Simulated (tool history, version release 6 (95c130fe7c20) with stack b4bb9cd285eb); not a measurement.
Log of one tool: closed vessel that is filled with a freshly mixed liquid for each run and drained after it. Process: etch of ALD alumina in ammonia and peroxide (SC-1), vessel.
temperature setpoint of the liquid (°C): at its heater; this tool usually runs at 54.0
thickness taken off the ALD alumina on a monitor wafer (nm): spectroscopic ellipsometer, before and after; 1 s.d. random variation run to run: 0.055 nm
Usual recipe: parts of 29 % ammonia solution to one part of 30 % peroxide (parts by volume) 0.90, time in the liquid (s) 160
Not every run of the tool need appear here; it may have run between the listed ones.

run,hour,temperature setpoint of the liquid (°C),parts of 29 % ammonia solution to one part of 30 % peroxide (parts by volume),time in the liquid (s),wafers since the last listed run,hours since the thermometer was replaced,hours since the ammonia flow meter was replaced,hours since the drum of ammonia solution was connected,hours since the gauge calibration,"read-back film thickness of the ALD alumina reference wafer, read on the same gauge (nm)",thickness taken off the ALD alumina on a monitor wafer (nm)
1,0.0,54.0,0.90,160,0,1919.0,1532.8,436.9,68.8,130.01,9.54
2,35.8,54.0,0.90,160,4361,1954.8,1568.6,472.7,104.6,130.03,9.47
3,60.2,54.0,0.90,160,2972,1979.2,1593.0,497.1,129.0,130.00,9.52
4,91.0,54.0,0.90,90,3752,2010.0,1623.8,527.9,159.8,130.00,5.32
5,122.1,54.0,0.90,90,3789,2041.1,1654.9,559.0,190.9,130.00,5.37
# hour 135.4: gauge calibrated
6,145.0,54.0,0.90,90,2790,2064.0,1677.8,581.9,9.6,129.98,5.41
7,157.1,54.0,0.90,185,1474,2076.1,1689.9,594.0,21.7,130.00,11.02
8,188.8,58.0,0.90,95,3862,2107.8,1721.6,625.7,53.4,130.00,6.94
9,218.9,54.0,0.90,80,3667,2137.9,1751.7,655.8,83.5,130.00,4.76
10,254.3,54.0,0.90,160,4312,2173.3,1787.1,691.2,118.9,130.00,9.50
11,268.8,46.0,0.50,115,1766,2187.8,1801.6,705.7,133.4,130.01,4.17
# hour 278.2: thermometer replaced
# hour 280.6: new drum of ammonia solution connected
# hour 287.9: ammonia flow meter replaced
12,300.1,54.0,1.05,160,3447,21.9,12.2,19.5,164.7,130.00,9.69
# hour 326.0: gauge calibrated
13,326.4,54.0,0.90,160,3204,48.2,38.5,45.8,0.4,129.98,9.54
14,353.3,61.0,0.45,185,3277,75.1,65.4,72.7,27.3,130.00,14.69
15,371.4,62.0,0.60,225,2205,93.2,83.5,90.8,45.4,130.01,19.60

What if the next run were any one of these 5? Each begins from the tool's condition after run 15:
A,372.1,54.0,0.90,115,85,93.9,84.2,91.5,46.1,?,?
B,372.1,50.5,0.90,160,85,93.9,84.2,91.5,46.1,?,?
C,372.1,63.5,0.60,100,85,93.9,84.2,91.5,46.1,?,?
D,372.1,46.5,0.65,255,85,93.9,84.2,91.5,46.1,?,?
E,372.1,54.0,0.90,120,85,93.9,84.2,91.5,46.1,?,?

run,"read-back film thickness of the ALD alumina reference wafer, read on the same gauge (nm)",thickness taken off the ALD alumina on a monitor wafer (nm)
A,130.00,6.84
B,130.00,7.88
C,130.00,9.37
D,130.00,9.75
E,130.00,7.14
Had the tool no hidden state, the same runs would have come out as:
run,thickness taken off the ALD alumina on a monitor wafer (nm)
A,6.84
B,7.88
C,9.37
D,9.75
E,7.14
